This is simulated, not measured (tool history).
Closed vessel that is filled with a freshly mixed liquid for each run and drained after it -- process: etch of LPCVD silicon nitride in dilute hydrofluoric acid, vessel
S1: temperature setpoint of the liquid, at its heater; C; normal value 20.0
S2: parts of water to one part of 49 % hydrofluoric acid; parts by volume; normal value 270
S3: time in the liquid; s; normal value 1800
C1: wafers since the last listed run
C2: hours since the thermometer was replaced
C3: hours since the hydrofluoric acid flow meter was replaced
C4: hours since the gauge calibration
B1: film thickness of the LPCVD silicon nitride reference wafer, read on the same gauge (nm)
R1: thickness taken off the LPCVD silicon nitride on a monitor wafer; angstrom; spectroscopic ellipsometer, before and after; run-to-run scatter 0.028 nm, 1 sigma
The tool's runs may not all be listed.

run,hour,S1,S2,S3,C1,C2,C3,C4,B1,R1
1,0.0,20.0,270,1800,0,1439.6,1546.0,864.0,59.998,28.61
2,42.2,20.0,270,1800,2261,1481.8,1588.2,906.2,59.986,29.04
3,94.7,20.0,270,1800,2813,1534.3,1640.7,958.7,59.994,28.57
4,137.7,20.0,270,1800,2304,1577.3,1683.7,1001.7,59.981,28.94
5,176.0,20.0,165,1800,2052,1615.6,1722.0,1040.0,59.971,46.92
6,228.4,20.0,165,1800,2807,1668.0,1774.4,1092.4,59.986,45.91
7,269.7,17.5,270,1800,2213,1709.3,1815.7,1133.7,59.970,24.28
8,337.6,20.0,215,1800,3638,1777.2,1883.6,1201.6,60.011,35.48
9,392.3,20.0,215,1800,2931,1831.9,1938.3,1256.3,59.989,35.50
10,455.3,20.0,215,1800,3375,1894.9,2001.3,1319.3,60.004,36.10
11,492.9,20.0,270,1800,2014,1932.5,2038.9,1356.9,59.987,28.76
12,521.6,20.0,140,1145,1537,1961.2,2067.6,1385.6,60.001,35.06
# hour 695.9: hydrofluoric acid flow meter replaced
13,697.9,20.0,140,1800,9393,2137.5,2.0,1561.9,59.986,56.22
14,760.2,24.5,270,1800,3338,2199.8,64.3,1624.2,59.994,39.54
15,812.6,23.0,270,1800,2807,2252.2,116.7,1676.6,60.006,35.94
16,842.8,20.0,270,1800,1618,2282.4,146.9,1706.8,59.989,29.55
17,911.7,17.0,270,815,3691,2351.3,215.8,1775.7,59.979,11.03
18,955.1,20.0,270,1800,2325,2394.7,259.2,1819.1,59.991,29.36
19,1022.5,20.0,270,2390,3611,2462.1,326.6,1886.5,59.958,39.26
20,1080.0,20.0,270,1215,3081,2519.6,384.1,1944.0,59.986,20.13
21,1135.4,20.0,270,1800,2968,2575.0,439.5,1999.4,60.004,29.53
22,1205.3,17.0,230,2480,3745,2644.9,509.4,2069.3,59.978,38.63
23,1261.6,20.0,270,905,3016,2701.2,565.7,2125.6,59.986,14.68
# hour 1274.1: gauge calibrated
24,1301.7,23.5,270,1800,2148,2741.3,605.8,27.6,59.983,35.99
25,1331.0,17.5,270,1800,1570,2770.6,635.1,56.9,60.001,24.55
26,1398.3,20.0,270,1800,3606,2837.9,702.4,124.2,59.996,28.93
# hour 1429.5: thermometer replaced
27,1443.3,17.5,220,1095,2357,13.8,747.4,169.2,60.008,18.35
28,1507.4,24.5,380,2140,3434,77.9,811.5,233.3,60.025,32.99
29,1658.6,22.0,270,1800,8101,229.1,962.7,384.5,60.020,33.21
30,1859.0,20.0,270,1295,10738,429.5,1163.1,584.9,60.004,20.49
31,1928.2,20.0,175,1800,3708,498.7,1232.3,654.1,59.996,44.07
32,1986.3,20.0,190,1800,3113,556.8,1290.4,712.2,60.010,41.01
33,2025.0,24.0,145,1800,2073,595.5,1329.1,750.9,59.997,69.22

Consider 3 possible next runs. They are alternatives, not a sequence: every one starts from the tool as it was left by run 33. What does each give?
A,2026.2,20.0,210,1800,64,596.7,1330.3,752.1,?,?
B,2026.2,23.0,175,2460,64,596.7,1330.3,752.1,?,?
C,2026.2,20.0,380,985,64,596.7,1330.3,752.1,?,?

run,B1,R1
A,59.976,37.47
B,59.976,74.35
C,59.976,11.56
The same runs, with their run-to-run variation unchanged, on a tool lacking any hidden condition would have given:
run,R1
A,38.31
B,76.04
C,11.81
